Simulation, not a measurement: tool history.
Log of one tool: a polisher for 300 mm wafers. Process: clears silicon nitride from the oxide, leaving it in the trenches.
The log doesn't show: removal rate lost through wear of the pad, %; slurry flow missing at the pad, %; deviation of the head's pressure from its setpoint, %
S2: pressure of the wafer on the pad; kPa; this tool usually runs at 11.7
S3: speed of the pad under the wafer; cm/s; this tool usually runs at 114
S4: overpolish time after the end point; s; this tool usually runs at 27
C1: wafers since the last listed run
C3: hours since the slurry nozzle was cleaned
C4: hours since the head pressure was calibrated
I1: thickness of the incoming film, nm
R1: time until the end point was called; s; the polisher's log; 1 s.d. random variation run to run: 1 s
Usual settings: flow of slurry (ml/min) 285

run 1 hour=0.0 | flow_of_slurry_(ml/min)=285 S2=11.7 S3=96 S4=27 | C1=0 wafers_polished_on_this_pad=787 C3=44.6 C4=291.3 | I1=64.5 | R1=149.8
run 2 hour=99.3 | flow_of_slurry_(ml/min)=285 S2=11.7 S3=96 S4=27 | C1=925 wafers_polished_on_this_pad=1713 C3=143.9 C4=390.6 | I1=64.9 | R1=151.9
-- hour=176.7 head pressure recalibrated
run 3 hour=199.3 | flow_of_slurry_(ml/min)=310 S2=11.7 S3=86 S4=27 | C1=913 wafers_polished_on_this_pad=2626 C3=243.9 C4=22.6 | I1=65.2 | R1=169.8
-- hour=253.3 worn pad replaced by a new one
run 4 hour=305.9 | flow_of_slurry_(ml/min)=285 S2=11.7 S3=114 S4=39 | C1=956 wafers_polished_on_this_pad=489 C3=350.5 C4=129.2 | I1=64.4 | R1=123.4
-- hour=357.4 slurry nozzle cleaned
run 5 hour=357.9 | flow_of_slurry_(ml/min)=285 S2=9.7 S3=114 S4=27 | C1=475 wafers_polished_on_this_pad=965 C3=0.5 C4=181.2 | I1=65.9 | R1=156.3
run 6 hour=425.0 | flow_of_slurry_(ml/min)=285 S2=11.7 S3=114 S4=27 | C1=625 wafers_polished_on_this_pad=1590 C3=67.6 C4=248.3 | I1=65.7 | R1=132.6
run 7 hour=502.1 | flow_of_slurry_(ml/min)=285 S2=11.7 S3=114 S4=27 | C1=718 wafers_polished_on_this_pad=2308 C3=144.7 C4=325.4 | I1=65.7 | R1=132.0
-- hour=541.4 worn pad replaced by a new one
run 8 hour=595.4 | flow_of_slurry_(ml/min)=285 S2=11.7 S3=114 S4=27 | C1=832 wafers_polished_on_this_pad=502 C3=238.0 C4=418.7 | I1=64.7 | R1=126.9
run 9 hour=633.9 | flow_of_slurry_(ml/min)=285 S2=11.7 S3=138 S4=34 | C1=358 wafers_polished_on_this_pad=861 C3=276.5 C4=457.2 | I1=65.3 | R1=106.3
-- hour=699.8 head pressure recalibrated
run 10 hour=726.6 | flow_of_slurry_(ml/min)=285 S2=11.7 S3=138 S4=34 | C1=845 wafers_polished_on_this_pad=1706 C3=369.2 C4=26.8 | I1=63.9 | R1=107.5
-- hour=765.6 slurry nozzle cleaned
run 11 hour=818.2 | flow_of_slurry_(ml/min)=285 S2=11.7 S3=138 S4=34 | C1=844 wafers_polished_on_this_pad=2551 C3=52.6 C4=118.4 | I1=66.3 | R1=109.4
run 12 hour=883.9 | flow_of_slurry_(ml/min)=340 S2=7.6 S3=114 S4=15 | C1=612 wafers_polished_on_this_pad=3163 C3=118.3 C4=184.1 | I1=65.1 | R1=202.6
-- hour=888.3 worn pad replaced by a new one
run 13 hour=962.0 | flow_of_slurry_(ml/min)=285 S2=11.7 S3=138 S4=34 | C1=690 wafers_polished_on_this_pad=686 C3=196.4 C4=262.2 | I1=65.5 | R1=106.3
run 14 hour=1039.6 | flow_of_slurry_(ml/min)=285 S2=11.7 S3=114 S4=27 | C1=723 wafers_polished_on_this_pad=1410 C3=274.0 C4=339.8 | I1=65.6 | R1=130.2
-- hour=1081.0 slurry nozzle cleaned
run 15 hour=1120.7 | flow_of_slurry_(ml/min)=365 S2=9.0 S3=134 S4=27 | C1=746 wafers_polished_on_this_pad=2156 C3=39.7 C4=420.9 | I1=66.1 | R1=146.6
-- hour=1192.9 head pressure recalibrated
-- hour=1195.5 worn pad replaced by a new one
run 16 hour=1199.7 | flow_of_slurry_(ml/min)=380 S2=13.8 S3=142 S4=22 | C1=693 wafers_polished_on_this_pad=39 C3=118.7 C4=6.8 | I1=65.3 | R1=83.4
run 17 hour=1240.8 | flow_of_slurry_(ml/min)=285 S2=11.7 S3=114 S4=27 | C1=383 wafers_polished_on_this_pad=422 C3=159.8 C4=47.9 | I1=64.5 | R1=124.1

For run 18, what comes out?
run 18 hour=1305.5 | flow_of_slurry_(ml/min)=340 S2=14.5 S3=144 S4=18 | C1=602 wafers_polished_on_this_pad=1025 C3=224.5 C4=112.6 | I1=64.8 | R1=?

R1: 81.1 s
Were there no unlogged condition in the tool, this run, its random variation unchanged, would have produced R1 77.1 s.

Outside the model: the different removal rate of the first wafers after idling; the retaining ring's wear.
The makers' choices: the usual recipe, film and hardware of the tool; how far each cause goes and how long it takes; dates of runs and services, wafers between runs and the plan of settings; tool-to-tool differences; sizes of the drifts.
